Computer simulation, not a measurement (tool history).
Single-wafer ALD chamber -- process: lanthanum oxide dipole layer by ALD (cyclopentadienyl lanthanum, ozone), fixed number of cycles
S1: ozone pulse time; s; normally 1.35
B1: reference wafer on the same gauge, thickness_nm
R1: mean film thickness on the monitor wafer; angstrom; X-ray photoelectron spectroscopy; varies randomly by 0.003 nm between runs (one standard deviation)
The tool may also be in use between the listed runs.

run 1 hour=0 | S1=1.35 | B1=0.633 | R1=5.35
run 2 hour=13.6 | S1=1.35 | B1=0.633 | R1=5.35
run 3 hour=26.4 | S1=0.93 | B1=0.633 | R1=4.98
run 4 hour=90.6 | S1=0.93 | B1=0.633 | R1=4.91
run 5 hour=122.4 | S1=1.5 | B1=0.634 | R1=5.39
run 6 hour=151.2 | S1=1.5 | B1=0.633 | R1=5.43
run 7 hour=168.5 | S1=1.35 | B1=0.633 | R1=5.24
run 8 hour=193.8 | S1=1.35 | B1=0.633 | R1=5.34
run 9 hour=219.4 | S1=1.35 | B1=0.631 | R1=5.33
run 10 hour=242.4 | S1=1.54 | B1=0.633 | R1=5.37
-- hour=253.4 gauge calibrated
run 11 hour=263.6 | S1=1.54 | B1=0.631 | R1=5.39
run 12 hour=282.1 | S1=1.35 | B1=0.633 | R1=5.26
run 13 hour=302 | S1=1.35 | B1=0.633 | R1=5.29
run 14 hour=358.2 | S1=1.35 | B1=0.633 | R1=5.28
-- hour=366.6 ozone generator serviced
run 15 hour=380.9 | S1=1.35 | B1=0.633 | R1=4.95
run 16 hour=410.7 | S1=1.63 | B1=0.633 | R1=5.16
run 17 hour=443.5 | S1=1.35 | B1=0.633 | R1=4.95
-- hour=461.7 thermocouple changed; heater temperature recalibrated
run 18 hour=470.7 | S1=1.87 | B1=0.631 | R1=5.38
-- hour=500.9 ozone generator serviced, repeated, since the last time left the tool worse
run 19 hour=501.4 | S1=1.54 | B1=0.633 | R1=5.63
run 20 hour=522.8 | S1=1.16 | B1=0.633 | R1=5.43
run 21 hour=544.2 | S1=1.61 | B1=0.631 | R1=5.7
run 22 hour=559.3 | S1=1.76 | B1=0.632 | R1=5.74
run 23 hour=584.5 | S1=1.35 | B1=0.632 | R1=5.49
run 24 hour=619.7 | S1=1.18 | B1=0.634 | R1=5.47
run 25 hour=648.1 | S1=1.05 | B1=0.632 | R1=5.31
run 26 hour=673.7 | S1=1.04 | B1=0.633 | R1=5.26
-- hour=711.2 showerhead replaced
run 27 hour=711.7 | S1=1.19 | B1=0.632 | R1=5.4
run 28 hour=725 | S1=1.06 | B1=0.634 | R1=5.34
run 29 hour=746.5 | S1=1 | B1=0.633 | R1=5.31
run 30 hour=775.7 | S1=1.35 | B1=0.634 | R1=5.52
run 31 hour=800.7 | S1=1.01 | B1=0.632 | R1=5.33
run 32 hour=823.4 | S1=1.49 | B1=0.633 | R1=5.68
-- hour=837.6 gauge calibrated
run 33 hour=858.3 | S1=1.08 | B1=0.634 | R1=5.37
run 34 hour=891.5 | S1=1.11 | B1=0.632 | R1=5.38
run 35 hour=969.1 | S1=1.53 | B1=0.633 | R1=5.65

Had the tool no unlogged condition, and each run kept its random variation, what would the results have been?
Unlogged tool condition in this case: wafer temperature above the value expected at the setpoint (K); ozone dose above that of a generator just serviced (%); gauge reads high (%).
run=1 R1=5.56
run=2 R1=5.56
run=3 R1=5.27
run=4 R1=5.22
run=5 R1=5.6
run=6 R1=5.65
run=7 R1=5.49
run=8 R1=5.6
run=9 R1=5.61
run=10 R1=5.6
run=11 R1=5.63
run=12 R1=5.55
run=13 R1=5.59
run=14 R1=5.61
run=15 R1=5.52
run=16 R1=5.64
run=17 R1=5.53
run=18 R1=5.78
run=19 R1=5.63
run=20 R1=5.44
run=21 R1=5.71
run=22 R1=5.75
run=23 R1=5.49
run=24 R1=5.48
run=25 R1=5.32
run=26 R1=5.27
run=27 R1=5.41
run=28 R1=5.35
run=29 R1=5.33
run=30 R1=5.54
run=31 R1=5.34
run=32 R1=5.69
run=33 R1=5.39
run=34 R1=5.4
run=35 R1=5.67
